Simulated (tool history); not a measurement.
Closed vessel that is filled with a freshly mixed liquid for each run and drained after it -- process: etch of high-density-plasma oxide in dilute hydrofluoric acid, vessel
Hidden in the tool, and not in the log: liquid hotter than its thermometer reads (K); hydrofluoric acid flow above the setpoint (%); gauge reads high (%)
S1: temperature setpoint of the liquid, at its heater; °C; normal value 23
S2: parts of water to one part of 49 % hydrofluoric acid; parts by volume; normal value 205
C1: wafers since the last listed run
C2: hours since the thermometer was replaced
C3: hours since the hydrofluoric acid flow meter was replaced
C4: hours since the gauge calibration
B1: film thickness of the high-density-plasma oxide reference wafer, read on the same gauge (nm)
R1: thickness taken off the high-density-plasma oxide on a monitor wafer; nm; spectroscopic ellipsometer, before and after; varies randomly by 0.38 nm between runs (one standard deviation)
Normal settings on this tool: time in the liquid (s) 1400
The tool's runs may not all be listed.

{"run": 1, "hour": 0.0, "S1": 23, "S2": 205, "time in the liquid (s)": 1970, "C1": 0, "C2": 664.5, "C3": 1607.3, "C4": 1946.8, "B1": 49.99, "R1": 67.74}
{"run": 2, "hour": 33.7, "S1": 23, "S2": 205, "time in the liquid (s)": 1970, "C1": 1234, "C2": 698.2, "C3": 1641, "C4": 1980.5, "B1": 50.01, "R1": 68.53}
{"run": 3, "hour": 76.8, "S1": 23, "S2": 205, "time in the liquid (s)": 1970, "C1": 1578, "C2": 741.3, "C3": 1684.1, "C4": 2023.6, "B1": 49.99, "R1": 67.79}
{"run": 4, "hour": 147.3, "S1": 23, "S2": 205, "time in the liquid (s)": 1400, "C1": 2582, "C2": 811.8, "C3": 1754.6, "C4": 2094.1, "B1": 49.98, "R1": 48.14}
{"run": 5, "hour": 190.9, "S1": 23, "S2": 205, "time in the liquid (s)": 1660, "C1": 1597, "C2": 855.4, "C3": 1798.2, "C4": 2137.7, "B1": 50.02, "R1": 58.32}
{"run": 6, "hour": 253.4, "S1": 23, "S2": 205, "time in the liquid (s)": 1660, "C1": 2289, "C2": 917.9, "C3": 1860.7, "C4": 2200.2, "B1": 49.99, "R1": 57.13}
{"hour": 262.6, "done": "thermometer replaced"}
{"run": 7, "hour": 315.3, "S1": 23, "S2": 205, "time in the liquid (s)": 1400, "C1": 2230, "C2": 52.7, "C3": 1922.6, "C4": 2262.1, "B1": 49.98, "R1": 45.84}
{"run": 8, "hour": 364.1, "S1": 23, "S2": 175, "time in the liquid (s)": 1065, "C1": 1787, "C2": 101.5, "C3": 1971.4, "C4": 2310.9, "B1": 50.01, "R1": 42.26}
{"run": 9, "hour": 404.5, "S1": 23, "S2": 205, "time in the liquid (s)": 1400, "C1": 1479, "C2": 141.9, "C3": 2011.8, "C4": 2351.3, "B1": 50, "R1": 46.34}
{"run": 10, "hour": 442.4, "S1": 25, "S2": 205, "time in the liquid (s)": 1400, "C1": 1388, "C2": 179.8, "C3": 2049.7, "C4": 2389.2, "B1": 50.01, "R1": 50.96}
{"run": 11, "hour": 508.9, "S1": 23, "S2": 115, "time in the liquid (s)": 1640, "C1": 2435, "C2": 246.3, "C3": 2116.2, "C4": 2455.7, "B1": 50.02, "R1": 109.82}
{"run": 12, "hour": 546.9, "S1": 23, "S2": 150, "time in the liquid (s)": 1400, "C1": 1391, "C2": 284.3, "C3": 2154.2, "C4": 2493.7, "B1": 50.01, "R1": 67.49}
{"run": 13, "hour": 583.4, "S1": 23, "S2": 205, "time in the liquid (s)": 1400, "C1": 1336, "C2": 320.8, "C3": 2190.7, "C4": 2530.2, "B1": 50, "R1": 47.44}
{"run": 14, "hour": 626.8, "S1": 21, "S2": 165, "time in the liquid (s)": 980, "C1": 1589, "C2": 364.2, "C3": 2234.1, "C4": 2573.6, "B1": 50.02, "R1": 38.96}
{"hour": 638.0, "done": "gauge calibrated"}
{"run": 15, "hour": 664.6, "S1": 19.5, "S2": 235, "time in the liquid (s)": 1115, "C1": 1384, "C2": 402, "C3": 2271.9, "C4": 26.6, "B1": 49.99, "R1": 28.36}
{"run": 16, "hour": 692.0, "S1": 23, "S2": 205, "time in the liquid (s)": 1400, "C1": 1003, "C2": 429.4, "C3": 2299.3, "C4": 54, "B1": 50, "R1": 47.15}
{"run": 17, "hour": 724.4, "S1": 24.5, "S2": 205, "time in the liquid (s)": 2180, "C1": 1186, "C2": 461.8, "C3": 2331.7, "C4": 86.4, "B1": 49.99, "R1": 77.49}
{"run": 18, "hour": 769.8, "S1": 25.5, "S2": 245, "time in the liquid (s)": 2235, "C1": 1662, "C2": 507.2, "C3": 2377.1, "C4": 131.8, "B1": 49.98, "R1": 65.88}
{"run": 19, "hour": 824.3, "S1": 21, "S2": 285, "time in the liquid (s)": 1795, "C1": 1996, "C2": 561.7, "C3": 2431.6, "C4": 186.3, "B1": 49.99, "R1": 37.84}
{"run": 20, "hour": 868.3, "S1": 24.5, "S2": 110, "time in the liquid (s)": 1970, "C1": 1611, "C2": 605.7, "C3": 2475.6, "C4": 230.3, "B1": 50, "R1": 147.38}
{"run": 21, "hour": 910.3, "S1": 19.5, "S2": 260, "time in the liquid (s)": 1400, "C1": 1538, "C2": 647.7, "C3": 2517.6, "C4": 272.3, "B1": 50, "R1": 31.18}
{"hour": 963.4, "done": "hydrofluoric acid flow meter replaced"}
{"run": 22, "hour": 967.4, "S1": 25, "S2": 170, "time in the liquid (s)": 1400, "C1": 2054, "C2": 704.8, "C3": 4, "C4": 329.4, "B1": 49.99, "R1": 64.95}
{"run": 23, "hour": 1016.1, "S1": 23, "S2": 295, "time in the liquid (s)": 1400, "C1": 1783, "C2": 753.5, "C3": 52.7, "C4": 378.1, "B1": 50, "R1": 30.82}
{"run": 24, "hour": 1061.0, "S1": 23, "S2": 205, "time in the liquid (s)": 1400, "C1": 1644, "C2": 798.4, "C3": 97.6, "C4": 423, "B1": 50.01, "R1": 47.97}
{"run": 25, "hour": 1124.3, "S1": 23, "S2": 205, "time in the liquid (s)": 1400, "C1": 2318, "C2": 861.7, "C3": 160.9, "C4": 486.3, "B1": 50.01, "R1": 48.33}
{"run": 26, "hour": 1155.3, "S1": 23, "S2": 205, "time in the liquid (s)": 1400, "C1": 1135, "C2": 892.7, "C3": 191.9, "C4": 517.3, "B1": 49.98, "R1": 48.03}
{"run": 27, "hour": 1212.2, "S1": 27.5, "S2": 175, "time in the liquid (s)": 1855, "C1": 2084, "C2": 949.6, "C3": 248.8, "C4": 574.2, "B1": 50.01, "R1": 92.35}
{"run": 28, "hour": 1272.1, "S1": 23, "S2": 205, "time in the liquid (s)": 1400, "C1": 2194, "C2": 1009.5, "C3": 308.7, "C4": 634.1, "B1": 50, "R1": 48.75}
{"run": 29, "hour": 1338.9, "S1": 21, "S2": 165, "time in the liquid (s)": 980, "C1": 2446, "C2": 1076.3, "C3": 375.5, "C4": 700.9, "B1": 50.01, "R1": 41.15}
{"run": 30, "hour": 1366.0, "S1": 26, "S2": 285, "time in the liquid (s)": 2240, "C1": 992, "C2": 1103.4, "C3": 402.6, "C4": 728, "B1": 50, "R1": 57.46}
{"hour": 1409.3, "done": "thermometer replaced"}
{"run": 31, "hour": 1432.0, "S1": 23, "S2": 125, "time in the liquid (s)": 1400, "C1": 2380, "C2": 22.7, "C3": 468.6, "C4": 794, "B1": 49.99, "R1": 82.8}
{"run": 32, "hour": 1468.0, "S1": 23, "S2": 155, "time in the liquid (s)": 1400, "C1": 1318, "C2": 58.7, "C3": 504.6, "C4": 830, "B1": 50.02, "R1": 65.09}

3 options for the next run, each taken on its own from the tool as it stands now. Forecast them:
{"run": "A", "hour": 1469.0, "S1": 23, "S2": 205, "time in the liquid (s)": 1400, "C1": 36, "C2": 59.7, "C3": 505.6, "C4": 831, "B1": "?", "R1": "?"}
{"run": "B", "hour": 1469.0, "S1": 21.5, "S2": 245, "time in the liquid (s)": 665, "C1": 36, "C2": 59.7, "C3": 505.6, "C4": 831, "B1": "?", "R1": "?"}
{"run": "C", "hour": 1469.0, "S1": 18.5, "S2": 125, "time in the liquid (s)": 1740, "C1": 36, "C2": 59.7, "C3": 505.6, "C4": 831, "B1": "?", "R1": "?"}

run=A B1=50 R1=45.54
run=B B1=50 R1=16.44
run=C B1=50 R1=84.65
The same runs, with their run-to-run variation unchanged, on a tool lacking any hidden condition would have given:
run=A R1=45.26
run=B R1=16.34
run=C R1=84.07

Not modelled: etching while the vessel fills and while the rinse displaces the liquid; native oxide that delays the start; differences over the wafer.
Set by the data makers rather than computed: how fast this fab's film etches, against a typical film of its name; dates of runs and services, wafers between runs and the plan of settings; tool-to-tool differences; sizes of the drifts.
